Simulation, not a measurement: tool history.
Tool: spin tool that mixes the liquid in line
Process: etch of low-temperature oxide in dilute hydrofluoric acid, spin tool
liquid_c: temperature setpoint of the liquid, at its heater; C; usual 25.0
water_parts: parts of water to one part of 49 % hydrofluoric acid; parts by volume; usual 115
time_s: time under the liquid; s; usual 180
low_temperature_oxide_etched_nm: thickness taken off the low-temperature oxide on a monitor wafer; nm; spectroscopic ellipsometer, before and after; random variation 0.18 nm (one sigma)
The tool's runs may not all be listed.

run,hour,liquid_c,water_parts,time_s,"read-back film thickness of the low-temperature oxide reference wafer, read on the same gauge (nm)",low_temperature_oxide_etched_nm
1,0.0,25.0,115,180,50.00,26.56
2,25.0,25.0,115,180,49.98,26.62
3,221.1,25.0,115,180,50.00,26.38
4,280.6,25.0,100,180,49.99,30.87
5,423.8,25.0,100,180,50.03,30.59
6,492.7,25.0,100,180,49.98,30.76
7,537.7,27.0,115,220,50.04,34.65
8,573.0,27.0,115,220,49.98,34.44
9,620.5,25.0,115,215,49.98,31.04
10,677.2,25.0,115,215,49.98,31.04
# hour 732.9: thermometer replaced
11,790.7,25.0,115,180,49.99,25.88
# hour 837.3: gauge calibrated
12,848.2,25.0,115,180,50.04,25.59
13,874.6,25.0,115,180,50.00,25.74
14,935.2,25.0,115,180,50.00,25.68
15,997.8,25.0,115,180,49.98,25.71
16,1203.6,21.5,115,290,50.02,35.86
17,1269.1,25.0,115,180,50.00,25.49
# hour 1403.7: hydrofluoric acid flow meter replaced
18,1404.2,25.0,115,180,49.97,27.72
19,1447.6,20.5,95,245,50.04,38.84
20,1485.1,21.5,115,290,50.01,38.22
21,1545.4,25.0,115,180,50.04,27.34
22,1598.3,25.0,155,140,49.99,14.71
23,1636.2,25.0,100,180,49.96,31.68
24,1669.7,23.0,75,285,50.02,63.17
25,1711.9,25.0,115,260,49.98,38.87
26,1781.0,29.5,175,115,50.00,12.42
27,1849.1,29.5,115,95,49.98,16.79
28,1911.4,25.0,115,180,49.98,26.71
29,1969.5,25.0,65,180,50.00,50.83
30,2014.1,23.0,115,180,50.04,24.52

Some steps in low_temperature_oxide_etched_nm between neighbouring runs. How much of each would the tool show without its hidden state too (settings, what came in, random variation), and how much is left for the hidden state, with any gauge scatter that isn't in both results?
The hidden state here: liquid colder than its thermometer reads (K); hydrofluoric acid flow below the setpoint (%); gauge reads high (%).
Run 15 -> 16: liquid_c 25.0 -> 21.5, time_s 180 -> 290. low_temperature_oxide_etched_nm +10.15 nm: hidden state -0.94, all else +11.09.
Run 16 -> 17: liquid_c 21.5 -> 25.0, time_s 290 -> 180. low_temperature_oxide_etched_nm -10.37 nm: hidden state +0.66, all else -11.03.
Run 17 -> 18: hydrofluoric acid flow meter replaced. low_temperature_oxide_etched_nm +2.23 nm: hidden state +1.97, all else +0.26.
Run 23 -> 24: liquid_c 25.0 -> 23.0, water_parts 100 -> 75, time_s 180 -> 285. low_temperature_oxide_etched_nm +31.49 nm: hidden state -0.33, all else +31.82.
Run 25 -> 26: liquid_c 25.0 -> 29.5, water_parts 115 -> 175, time_s 260 -> 115. low_temperature_oxide_etched_nm -26.45 nm: hidden state +0.26, all else -26.71.
Run 29 -> 30: liquid_c 25.0 -> 23.0, water_parts 65 -> 115. low_temperature_oxide_etched_nm -26.31 nm: hidden state +0.46, all else -26.77.
